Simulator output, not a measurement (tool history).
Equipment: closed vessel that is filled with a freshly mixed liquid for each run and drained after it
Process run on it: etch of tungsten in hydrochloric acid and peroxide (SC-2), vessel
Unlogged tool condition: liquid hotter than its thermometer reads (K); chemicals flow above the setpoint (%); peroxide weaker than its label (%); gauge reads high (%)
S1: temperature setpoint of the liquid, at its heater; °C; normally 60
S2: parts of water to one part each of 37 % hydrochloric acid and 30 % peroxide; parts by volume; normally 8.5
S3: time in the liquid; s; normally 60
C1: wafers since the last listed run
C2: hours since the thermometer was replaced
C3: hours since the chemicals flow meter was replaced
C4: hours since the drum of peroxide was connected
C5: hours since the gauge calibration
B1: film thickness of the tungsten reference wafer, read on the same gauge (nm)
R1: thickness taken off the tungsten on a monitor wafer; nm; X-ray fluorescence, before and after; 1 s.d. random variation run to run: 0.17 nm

{"run": 1, "hour": 0.0, "S1": 60, "S2": 8.5, "S3": 60, "C1": 0, "C2": 1508.3, "C3": 1029.4, "C4": 366.3, "C5": 458.2, "B1": 39.98, "R1": 23.53}
{"run": 2, "hour": 36.4, "S1": 60, "S2": 8.5, "S3": 60, "C1": 3518, "C2": 1544.7, "C3": 1065.8, "C4": 402.7, "C5": 494.6, "B1": 39.99, "R1": 24.07}
{"run": 3, "hour": 111.0, "S1": 60, "S2": 8.5, "S3": 60, "C1": 7211, "C2": 1619.3, "C3": 1140.4, "C4": 477.3, "C5": 569.2, "B1": 39.99, "R1": 23.69}
{"run": 4, "hour": 230.7, "S1": 60, "S2": 7.5, "S3": 60, "C1": 11570, "C2": 1739, "C3": 1260.1, "C4": 597, "C5": 688.9, "B1": 40, "R1": 26.47}
{"run": 5, "hour": 335.2, "S1": 60, "S2": 7.5, "S3": 60, "C1": 10101, "C2": 1843.5, "C3": 1364.6, "C4": 701.5, "C5": 793.4, "B1": 39.98, "R1": 26.8}
{"run": 6, "hour": 371.7, "S1": 60, "S2": 7.5, "S3": 60, "C1": 3528, "C2": 1880, "C3": 1401.1, "C4": 738, "C5": 829.9, "B1": 39.93, "R1": 26.29}
{"run": 7, "hour": 421.0, "S1": 60, "S2": 8.5, "S3": 60, "C1": 4765, "C2": 1929.3, "C3": 1450.4, "C4": 787.3, "C5": 879.2, "B1": 39.96, "R1": 24.36}
{"run": 8, "hour": 511.7, "S1": 60, "S2": 8.5, "S3": 60, "C1": 8767, "C2": 2020, "C3": 1541.1, "C4": 878, "C5": 969.9, "B1": 39.98, "R1": 24.27}
{"hour": 580.5, "done": "chemicals flow meter replaced"}
{"run": 9, "hour": 600.4, "S1": 60, "S2": 8.5, "S3": 60, "C1": 8477, "C2": 2108.7, "C3": 19.9, "C4": 966.7, "C5": 1058.6, "B1": 40, "R1": 23.23}
{"hour": 684.9, "done": "gauge calibrated"}
{"run": 10, "hour": 690.4, "S1": 60, "S2": 8.5, "S3": 60, "C1": 8699, "C2": 2198.7, "C3": 109.9, "C4": 1056.7, "C5": 5.5, "B1": 39.93, "R1": 23.07}
{"hour": 785.5, "done": "thermometer replaced"}
{"run": 11, "hour": 788.6, "S1": 51.5, "S2": 5.5, "S3": 95, "C1": 9395, "C2": 3.1, "C3": 208.1, "C4": 1154.9, "C5": 103.7, "B1": 39.95, "R1": 29.66}
{"run": 12, "hour": 870.4, "S1": 55.5, "S2": 8.5, "S3": 50, "C1": 7907, "C2": 84.9, "C3": 289.9, "C4": 1236.7, "C5": 185.5, "B1": 40.03, "R1": 14.23}
{"hour": 936.9, "done": "new drum of peroxide connected"}
{"run": 13, "hour": 943.0, "S1": 60, "S2": 6.5, "S3": 35, "C1": 6921, "C2": 157.5, "C3": 362.5, "C4": 6.1, "C5": 258.1, "B1": 39.96, "R1": 16.67}
{"run": 14, "hour": 981.3, "S1": 60, "S2": 6.5, "S3": 60, "C1": 3702, "C2": 195.8, "C3": 400.8, "C4": 44.4, "C5": 296.4, "B1": 40.03, "R1": 28.91}
{"run": 15, "hour": 1032.5, "S1": 51.5, "S2": 8.5, "S3": 60, "C1": 4949, "C2": 247, "C3": 452, "C4": 95.6, "C5": 347.6, "B1": 40.01, "R1": 13.59}
{"run": 16, "hour": 1068.7, "S1": 60, "S2": 12.5, "S3": 60, "C1": 3499, "C2": 283.2, "C3": 488.2, "C4": 131.8, "C5": 383.8, "B1": 40.02, "R1": 16.96}
{"run": 17, "hour": 1158.2, "S1": 60, "S2": 8.5, "S3": 60, "C1": 8651, "C2": 372.7, "C3": 577.7, "C4": 221.3, "C5": 473.3, "B1": 39.98, "R1": 23.68}
{"run": 18, "hour": 1251.0, "S1": 60, "S2": 6.5, "S3": 95, "C1": 8970, "C2": 465.5, "C3": 670.5, "C4": 314.1, "C5": 566.1, "B1": 40, "R1": 45.88}
{"run": 19, "hour": 1319.1, "S1": 60, "S2": 8.5, "S3": 95, "C1": 6582, "C2": 533.6, "C3": 738.6, "C4": 382.2, "C5": 634.2, "B1": 40.07, "R1": 37.04}

Measured result minus the same run's result without the hidden state. Both carry the same run-to-run variation, though not necessarily the same gauge scatter:
run=1 R1=+0.93
run=2 R1=+0.97
run=3 R1=+1.01
run=4 R1=+1.2
run=5 R1=+1.3
run=6 R1=+1.3
run=7 R1=+1.27
run=8 R1=+1.33
run=9 R1=+0.05
run=10 R1=+0.12
run=11 R1=+0.22
run=12 R1=+0.16
run=13 R1=+0.22
run=14 R1=+0.41
run=15 R1=+0.22
run=16 R1=+0.32
run=17 R1=+0.49
run=18 R1=+1.03
run=19 R1=+0.96
